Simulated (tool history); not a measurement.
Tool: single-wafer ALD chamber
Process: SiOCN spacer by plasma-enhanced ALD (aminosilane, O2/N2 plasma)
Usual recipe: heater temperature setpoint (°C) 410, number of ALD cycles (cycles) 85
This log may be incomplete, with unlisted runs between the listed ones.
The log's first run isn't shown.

| run | hour | heater temperature setpoint (°C) | number of ALD cycles (cycles) | wafers since the last listed run | hours since the last thermocouple change | hours since the gauge calibration | read-back reference wafer on the same gauge, thickness_nm | mean film thickness on the monitor wafer (Å) |
|---|---|---|---|---|---|---|---|---|
| 2 | 88.9 | 410 | 85 | 369 | 1007.8 | 788 | 4.01 | 50.15 |
| 3 | 140.7 | 410 | 85 | 215 | 1059.6 | 839.8 | 4.009 | 50.32 |
| 4 | 242.8 | 410 | 85 | 424 | 1161.7 | 941.9 | 4.011 | 49.91 |
| 5 | 315.3 | 410 | 96 | 301 | 1234.2 | 1014.4 | 4.009 | 56.36 |
| 6 | 418.1 | 410 | 96 | 426 | 1337 | 1117.2 | 4.01 | 56.69 |
| 7 | 639.3 | 410 | 96 | 918 | 1558.2 | 1338.4 | 4.012 | 56.8 |
| 8 | 741 | 410 | 85 | 422 | 1659.9 | 1440.1 | 4.013 | 49.92 |
| 9 | 811.2 | 410 | 85 | 291 | 1730.1 | 1510.3 | 4.01 | 50.06 |
|  | 851.5 | gauge calibrated |
| 10 | 876 | 410 | 85 | 269 | 1794.9 | 24.5 | 4.009 | 50.23 |
| 11 | 913.9 | 410 | 85 | 157 | 1832.8 | 62.4 | 4.009 | 50.29 |
| 12 | 1020.6 | 410 | 85 | 443 | 1939.5 | 169.1 | 4.008 | 50.36 |
| 13 | 1088.9 | 410 | 85 | 283 | 2007.8 | 237.4 | 4.01 | 50.08 |
|  | 1157.6 | thermocouple changed; heater temperature recalibrated |
| 14 | 1177.3 | 410 | 85 | 333 | 19.7 | 325.8 | 4.009 | 49.49 |
| 15 | 1226.2 | 410 | 85 | 203 | 68.6 | 374.7 | 4.011 | 49.77 |
| 16 | 1279.3 | 410 | 77 | 220 | 121.7 | 427.8 | 4.007 | 45.13 |
| 17 | 1347 | 410 | 77 | 281 | 189.4 | 495.5 | 4.011 | 45.19 |
| 18 | 1408.2 | 421 | 85 | 254 | 250.6 | 556.7 | 4.014 | 47.89 |

Run 19 has not been measured yet. What should we expect?
| 19 | 1476.1 | 424 | 73 | 281 | 318.5 | 624.6 | ? | ? |

Run 19 measured read-back reference wafer on the same gauge, thickness_nm 4.012, mean film thickness on the monitor wafer (Å) 40.77.
Were there no unlogged condition in the tool, this run, its random variation unchanged, would have produced mean film thickness on the monitor wafer (Å) 40.69.
